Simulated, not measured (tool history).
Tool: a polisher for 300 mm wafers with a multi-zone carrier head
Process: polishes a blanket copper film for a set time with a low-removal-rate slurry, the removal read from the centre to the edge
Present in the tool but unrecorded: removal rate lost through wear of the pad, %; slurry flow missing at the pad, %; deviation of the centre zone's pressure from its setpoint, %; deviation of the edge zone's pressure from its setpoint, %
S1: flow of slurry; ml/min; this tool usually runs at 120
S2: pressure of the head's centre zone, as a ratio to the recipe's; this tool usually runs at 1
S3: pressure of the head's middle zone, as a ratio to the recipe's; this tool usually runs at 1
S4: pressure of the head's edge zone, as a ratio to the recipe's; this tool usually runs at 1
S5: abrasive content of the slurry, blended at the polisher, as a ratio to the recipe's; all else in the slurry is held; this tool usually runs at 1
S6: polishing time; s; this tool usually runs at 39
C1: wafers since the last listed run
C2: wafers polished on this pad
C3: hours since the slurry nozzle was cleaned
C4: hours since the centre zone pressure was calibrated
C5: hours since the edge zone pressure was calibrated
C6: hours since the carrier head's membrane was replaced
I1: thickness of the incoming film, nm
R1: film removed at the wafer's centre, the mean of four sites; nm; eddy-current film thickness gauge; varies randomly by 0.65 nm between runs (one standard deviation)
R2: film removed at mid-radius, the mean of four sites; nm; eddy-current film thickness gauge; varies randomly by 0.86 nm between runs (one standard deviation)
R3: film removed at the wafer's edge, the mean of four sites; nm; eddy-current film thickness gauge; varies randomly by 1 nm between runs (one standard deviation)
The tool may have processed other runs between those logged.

run	hour	S1	S2	S3	S4	S5	S6	C1	C2	C3	C4	C5	C6	I1	R1	R2	R3
1	0	120	0.91	1	1	1	39	0	2388	437.7	253.7	1181.6	995	1550.2	67.9	76.1	79
2	55.8	145	1.07	1	0.88	1	47	618	3006	493.5	309.5	1237.4	1050.8	1563.8	100	95	91.7
3	92.5	105	1	1	0.95	1	39	406	3413	530.2	346.2	1274.1	1087.5	1537.3	71.1	73.3	72.9
4	151.3	120	1	1.09	1.08	1	39	651	4065	589	405	1332.9	1146.3	1594.7	73.7	79.4	80.2
# hour 164.8: centre zone pressure recalibrated
# hour 186.7: edge zone pressure recalibrated
# hour 189.8: worn pad replaced by a new one
5	207.7	145	1.08	1	1	1	39	546	197	645.4	42.9	21	1202.7	1596.1	87.2	80.9	81.6
6	239.2	120	1	1	1	0.9	51	349	547	676.9	74.4	52.5	1234.2	1599.2	97.3	96.5	98.8
7	300	120	1	1	1	1.2	39	674	1221	737.7	135.2	113.3	1295	1549.8	81.6	81.5	82.7
# hour 305.1: slurry nozzle cleaned
8	368.8	120	1	1	1	1	39	751	1973	63.7	204	182.1	1363.8	1542.2	78	79.2	81.7
9	438.8	120	1	1	1	1	39	776	2749	133.7	274	252.1	1433.8	1560.8	76.6	77.6	77.4
# hour 455: carrier head's membrane replaced by a new one
10	490.3	120	1	1	1	1	39	515	3264	185.2	325.5	303.6	35.3	1555.6	75.4	75.2	77.7
11	543.3	120	0.91	1.07	1.11	0.85	39	587	3852	238.2	378.5	356.6	88.3	1575.5	64.1	73	76.5
# hour 572.3: worn pad replaced by a new one
12	588.9	135	1.06	1	1	1	39	461	184	283.8	424.1	402.2	133.9	1595	85.9	81	82.5
13	638.7	145	1	0.97	0.96	1.15	39	552	736	333.6	473.9	452	183.7	1580.9	84.6	82.4	84.3
# hour 662.1: centre zone pressure recalibrated
14	671.7	120	1	1	1	1	39	343	1080	366.6	9.6	485	216.7	1572.9	78.2	76.4	80.4
15	723.5	145	1	1.05	0.89	1	35	574	1654	418.4	61.4	536.8	268.5	1565.8	72.7	74.4	69.8
16	754.7	105	1	0.95	1	1	30	345	2000	449.6	92.6	568	299.7	1558.4	56.3	54.4	58.8
17	790.2	120	1	1	1	1	39	393	2394	485.1	128.1	603.5	335.2	1595.1	76.4	75.5	78.2
18	877.5	120	1	1	1.09	1	46	968	3362	572.4	215.4	690.8	422.5	1598.3	87.1	87.9	95.9
19	927.6	120	0.94	1	1	0.8	25	555	3917	622.5	265.5	740.9	472.6	1554.4	40.9	43.7	45.1
20	974.8	120	1	1	1	1	39	523	4441	669.7	312.7	788.1	519.8	1552.7	72.4	74.1	75.5
# hour 1003.5: slurry nozzle cleaned
# hour 1007.8: worn pad replaced by a new one
21	1032.6	120	1	1	1	1	35	585	275	29.1	370.5	845.9	577.6	1548.5	73.1	72.2	73.5
22	1061.9	120	1	1.07	1	1.25	39	324	600	58.4	399.8	875.2	606.9	1590.2	86.7	92.8	87.5

Predict each of these 3 candidate next runs independently; none follows another, all start after run 22:
A	1062.3	120	1	0.95	1	1	39	4	604	58.8	400.2	875.6	607.3	1555.1	?	?	?
B	1062.3	120	1	1	0.91	1	39	4	604	58.8	400.2	875.6	607.3	1555.1	?	?	?
C	1062.3	120	1	0.96	1	1.15	39	4	604	58.8	400.2	875.6	607.3	1555.1	?	?	?

run	R1	R2	R3
A	79.7	76	80.9
B	79.8	79.4	77.3
C	83.8	80.6	85
With no hidden state in the tool, these same runs would have given:
run	R1	R2	R3
A	81.9	77.9	82.7
B	81.9	81.4	79.1
C	86	82.6	86.9
